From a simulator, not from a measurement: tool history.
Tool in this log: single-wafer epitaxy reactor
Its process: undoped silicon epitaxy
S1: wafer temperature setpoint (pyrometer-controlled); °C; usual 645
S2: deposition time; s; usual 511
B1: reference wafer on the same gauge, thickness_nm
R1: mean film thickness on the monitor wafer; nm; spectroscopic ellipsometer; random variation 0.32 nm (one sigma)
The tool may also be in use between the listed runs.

run,hour,S1,S2,B1,R1
1,0.0,640,589,72.018,72.668
2,70.3,645,511,71.932,71.247
3,120.6,645,511,72.024,71.606
4,176.7,645,464,71.999,65.284
5,213.1,645,464,72.024,65.386
6,311.0,645,464,71.993,65.852
7,372.9,656,511,72.062,94.666
8,460.1,656,511,71.931,94.437
9,553.4,656,511,72.009,94.454
10,602.8,645,511,71.998,72.608
11,707.4,650,442,72.108,70.457
12,787.0,655,511,72.004,92.817

Run 13 comes next. What will it give?
13,871.0,645,603,?,?

B1: 72.041
R1: 85.832 nm
The same run, on a tool lacking any hidden state, would have yielded R1 82.581 nm.
